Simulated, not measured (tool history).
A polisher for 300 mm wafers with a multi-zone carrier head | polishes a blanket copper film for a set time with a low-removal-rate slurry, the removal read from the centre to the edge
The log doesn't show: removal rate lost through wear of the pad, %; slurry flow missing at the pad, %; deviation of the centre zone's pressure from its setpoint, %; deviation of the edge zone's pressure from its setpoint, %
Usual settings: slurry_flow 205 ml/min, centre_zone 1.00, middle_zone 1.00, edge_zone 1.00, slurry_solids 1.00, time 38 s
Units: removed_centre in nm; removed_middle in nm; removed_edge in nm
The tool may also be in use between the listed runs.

run,hour,slurry_flow,centre_zone,middle_zone,edge_zone,slurry_solids,time,wafers since the last listed run,wafers polished on this pad,hours since the slurry nozzle was cleaned,hours since the centre zone pressure was calibrated,hours since the edge zone pressure was calibrated,hours since the carrier head's membrane was replaced,"incoming thickness of the incoming film, nm",removed_centre,removed_middle,removed_edge
1,0.0,205,1.00,1.00,1.00,1.00,38,0,5790,800.3,503.9,851.6,601.0,863.4,132.7,132.9,135.7
# hour 3.9: slurry nozzle cleaned
# hour 53.1: carrier head's membrane replaced by a new one
2,68.4,205,1.00,1.06,1.00,1.00,38,848,6639,64.5,572.3,920.0,15.3,847.1,132.2,144.3,131.0
# hour 99.2: centre zone pressure recalibrated
# hour 142.8: edge zone pressure recalibrated
3,161.1,150,1.00,1.07,1.00,1.00,38,1206,7845,157.2,61.9,18.3,108.0,855.8,122.4,131.0,124.7
# hour 289.1: worn pad replaced by a new one
4,359.5,205,1.00,1.00,0.96,0.85,38,2644,957,355.6,260.3,216.7,306.4,857.6,134.6,133.3,132.7
5,423.2,205,1.10,1.00,0.96,1.00,31,866,1824,419.3,324.0,280.4,370.1,865.8,124.9,112.8,111.8
6,519.1,150,1.11,1.00,0.95,0.70,38,1304,3128,515.2,419.9,376.3,466.0,862.1,133.5,121.8,120.5
7,578.6,205,1.00,1.00,1.00,1.00,38,809,3937,574.7,479.4,435.8,525.5,856.7,136.9,136.4,139.2
# hour 682.3: centre zone pressure recalibrated
8,684.2,205,1.00,1.00,0.89,1.00,38,1409,5347,680.3,1.9,541.4,631.1,847.1,134.7,134.8,127.2
# hour 760.8: carrier head's membrane replaced by a new one
9,781.1,205,1.11,0.95,1.00,0.70,43,1249,6596,777.2,98.8,638.3,20.3,859.4,152.7,132.3,136.2
# hour 826.8: slurry nozzle cleaned
10,833.1,260,1.00,1.00,1.00,1.00,38,693,7290,6.3,150.8,690.3,72.3,853.1,133.7,133.0,132.9
# hour 861.7: worn pad replaced by a new one
11,917.5,205,0.94,1.10,0.91,0.75,38,1093,759,90.7,235.2,774.7,156.7,852.5,121.7,143.6,126.4
12,978.2,205,1.00,1.00,1.00,1.00,38,825,1585,151.4,295.9,835.4,217.4,845.2,140.1,143.8,140.3
13,1071.4,205,0.95,1.00,1.04,1.00,38,1267,2852,244.6,389.1,928.6,310.6,856.1,132.4,139.4,140.6
14,1134.0,205,0.89,1.00,1.00,1.00,38,851,3704,307.2,451.7,991.2,373.2,867.0,121.2,139.2,137.6
# hour 1209.9: edge zone pressure recalibrated
15,1210.4,205,0.94,1.00,1.00,1.00,38,1011,4716,383.6,528.1,0.5,449.6,854.0,126.1,137.3,135.6
16,1251.3,205,1.11,1.00,1.05,1.00,38,556,5272,424.5,569.0,41.4,490.5,873.5,147.3,133.4,138.2
# hour 1312.9: carrier head's membrane replaced by a new one
17,1341.8,205,1.00,1.00,1.00,0.85,38,1162,6435,515.0,659.5,131.9,28.9,867.6,126.5,129.9,127.3
18,1382.4,205,1.00,1.00,1.00,1.00,38,552,6987,555.6,700.1,172.5,69.5,876.2,129.2,134.5,131.1
# hour 1411.2: worn pad replaced by a new one
# hour 1415.8: centre zone pressure recalibrated
19,1436.3,140,1.00,1.00,0.91,1.10,38,651,313,609.5,20.5,226.4,123.4,855.8,130.5,132.5,128.9
20,1506.6,205,1.00,0.93,1.00,0.75,38,956,1270,679.8,90.8,296.7,193.7,862.4,130.3,122.5,131.1
21,1562.2,135,1.00,1.07,1.05,0.80,38,756,2026,735.4,146.4,352.3,249.3,846.2,121.4,132.4,125.8
22,1656.1,205,1.00,1.00,1.00,1.00,38,1277,3303,829.3,240.3,446.2,343.2,854.5,135.7,137.8,136.0

Forecast each of these 3 alternatives for the next run:
A,1656.5,145,1.00,1.00,1.00,1.00,38,5,3308,829.7,240.7,446.6,343.6,866.8,?,?,?
B,1656.5,205,1.00,1.00,0.92,1.00,38,5,3308,829.7,240.7,446.6,343.6,866.8,?,?,?
C,1656.5,205,0.89,0.89,1.00,1.10,38,5,3308,829.7,240.7,446.6,343.6,866.8,?,?,?

run,removed_centre,removed_middle,removed_edge
A,127.8,128.0,130.8
B,136.2,135.5,131.1
C,123.8,125.8,139.7
Without the tool's hidden state the same runs would have given:
run,removed_centre,removed_middle,removed_edge
A,131.2,131.4,134.3
B,139.8,139.1,134.6
C,127.0,129.1,143.4
